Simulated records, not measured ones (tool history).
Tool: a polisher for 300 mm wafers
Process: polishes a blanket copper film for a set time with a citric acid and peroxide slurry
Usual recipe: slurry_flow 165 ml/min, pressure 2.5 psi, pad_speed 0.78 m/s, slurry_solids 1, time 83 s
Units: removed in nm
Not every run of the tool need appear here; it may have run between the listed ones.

run   hour  slurry_flow  pressure  pad_speed  slurry_solids  time  incoming thickness of the incoming film, nm  removed
  1      0          165       2.5       0.78              1    83                                        651.6    136.3
  2    9.3          165       2.5       0.78              1    83                                        639.5    136.1
  3   21.4          165       2.5       0.78              1    83                                        655.8    135.4
      25.7  -- worn pad replaced by a new one
  4   35.1          165       2.5       0.78              1    83                                        664.6    135.3
      44.2  -- slurry blender recalibrated
  5   52.8          165       2.5       0.78              1    83                                        657.8    133.8
  6   65.4          195       2.5       0.78              1    94                                        652.7    155.2
  7   81.3          195       2.5       0.78              1    94                                        649.4    155.3
      96.6  -- worn pad replaced by a new one
  8   97.1          165       2.5       0.78              1    83                                        638.6    130.1
  9  109.8          165       2.5       0.78              1    83                                        637.8    129.4
 10    120          185       2.5       0.78            0.9    83                                        648.3    132.4
     123.4  -- head pressure recalibrated
     130.4  -- slurry blender recalibrated
     133.1  -- slurry nozzle cleaned
 11  133.6          165       2.5       0.78           1.15   106                                        635.8    194.2
 12  143.4          220       2.5       0.98           1.25    83                                          644    197.4
     160.2  -- worn pad replaced by a new one
 13  160.7          165       2.5       0.78              1    74                                          650    130.2
 14    171          215       2.5       0.68              1    83                                        650.3    132.7

Some steps in removed, run to run, broken into two amounts with sign: the step expected even without the hidden condition (settings, incoming material, random variation), and the rest, left for the hidden condition together with whatever gauge scatter is not in both the measured and the hidden-condition-free result:
What the log doesn't record here: removal rate lost through wear of the pad, %; slurry flow missing at the pad, %; deviation of the head's pressure from its setpoint, %; abrasive missing from the slurry, %.
Run 10 -> 11: slurry_flow 185 -> 165, slurry_solids 0.9 -> 1.15, time 83 -> 106, head pressure recalibrated, slurry blender recalibrated, slurry nozzle cleaned. removed +61.8 nm: hidden state +14.7, all else +47.1.
Run 12 -> 13: slurry_flow 220 -> 165, pad_speed 0.98 -> 0.78, slurry_solids 1.25 -> 1, time 83 -> 74, worn pad replaced by a new one. removed -67.2 nm: hidden state -0.5, all else -66.7.
